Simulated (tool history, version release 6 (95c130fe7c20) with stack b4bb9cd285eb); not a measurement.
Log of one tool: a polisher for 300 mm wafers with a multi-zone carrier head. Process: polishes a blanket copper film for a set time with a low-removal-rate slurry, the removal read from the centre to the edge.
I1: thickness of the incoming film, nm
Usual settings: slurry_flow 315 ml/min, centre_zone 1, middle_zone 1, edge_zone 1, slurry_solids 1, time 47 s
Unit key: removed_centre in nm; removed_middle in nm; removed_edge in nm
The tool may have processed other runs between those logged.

{"run": 1, "hour": 0.0, "slurry_flow": 315, "centre_zone": 1.12, "middle_zone": 1, "edge_zone": 1, "slurry_solids": 1, "time": 47, "I1": 1032.7, "removed_centre": 75.8, "removed_middle": 69.5, "removed_edge": 70.3}
{"run": 2, "hour": 43.6, "slurry_flow": 315, "centre_zone": 1, "middle_zone": 1, "edge_zone": 1, "slurry_solids": 1, "time": 47, "I1": 1033.3, "removed_centre": 66.9, "removed_middle": 69, "removed_edge": 70.7}
{"run": 3, "hour": 95.0, "slurry_flow": 315, "centre_zone": 1, "middle_zone": 1, "edge_zone": 1.12, "slurry_solids": 1, "time": 47, "I1": 1044.1, "removed_centre": 67.6, "removed_middle": 69, "removed_edge": 75.7}
{"run": 4, "hour": 140.6, "slurry_flow": 275, "centre_zone": 0.97, "middle_zone": 1, "edge_zone": 1, "slurry_solids": 1, "time": 47, "I1": 1033.8, "removed_centre": 64.7, "removed_middle": 67.1, "removed_edge": 70.2}
{"run": 5, "hour": 246.0, "slurry_flow": 315, "centre_zone": 1, "middle_zone": 0.94, "edge_zone": 1, "slurry_solids": 1, "time": 61, "I1": 1012.2, "removed_centre": 88.6, "removed_middle": 86, "removed_edge": 89.6}
{"hour": 310.4, "done": "slurry nozzle cleaned"}
{"run": 6, "hour": 337.7, "slurry_flow": 315, "centre_zone": 1, "middle_zone": 1.08, "edge_zone": 1, "slurry_solids": 1, "time": 47, "I1": 1037.2, "removed_centre": 70.1, "removed_middle": 72.4, "removed_edge": 70.5}
{"hour": 348.8, "done": "edge zone pressure recalibrated"}
{"run": 7, "hour": 432.3, "slurry_flow": 315, "centre_zone": 1, "middle_zone": 0.88, "edge_zone": 0.91, "slurry_solids": 0.7, "time": 47, "I1": 1035.5, "removed_centre": 66.9, "removed_middle": 57.5, "removed_edge": 63.5}
{"run": 8, "hour": 492.6, "slurry_flow": 315, "centre_zone": 1, "middle_zone": 1, "edge_zone": 1, "slurry_solids": 1.2, "time": 47, "I1": 1036.1, "removed_centre": 73.5, "removed_middle": 69.5, "removed_edge": 72.3}
{"run": 9, "hour": 579.8, "slurry_flow": 275, "centre_zone": 0.97, "middle_zone": 1, "edge_zone": 1, "slurry_solids": 1, "time": 47, "I1": 1029.3, "removed_centre": 70, "removed_middle": 65.5, "removed_edge": 68.6}
{"hour": 585.2, "done": "carrier head's membrane replaced by a new one"}
{"hour": 609.1, "done": "centre zone pressure recalibrated"}
{"hour": 609.5, "done": "worn pad replaced by a new one"}
{"run": 10, "hour": 658.6, "slurry_flow": 315, "centre_zone": 1, "middle_zone": 1, "edge_zone": 1, "slurry_solids": 1, "time": 47, "I1": 1041.6, "removed_centre": 69.1, "removed_middle": 69, "removed_edge": 70.6}

The next listed run, before its measurement:
{"run": 11, "hour": 958.2, "slurry_flow": 315, "centre_zone": 1.11, "middle_zone": 0.88, "edge_zone": 1, "slurry_solids": 1, "time": 47, "I1": 1022.7, "removed_centre": "?", "removed_middle": "?", "removed_edge": "?"}

{"run 11": {"removed_centre": 76.3, "removed_middle": 61.7, "removed_edge": 70.9}}
Were there no unlogged condition in the tool, this run, its random variation unchanged, would have produced removed_centre 74.8 nm, removed_middle 62.4 nm, removed_edge 71.8 nm.

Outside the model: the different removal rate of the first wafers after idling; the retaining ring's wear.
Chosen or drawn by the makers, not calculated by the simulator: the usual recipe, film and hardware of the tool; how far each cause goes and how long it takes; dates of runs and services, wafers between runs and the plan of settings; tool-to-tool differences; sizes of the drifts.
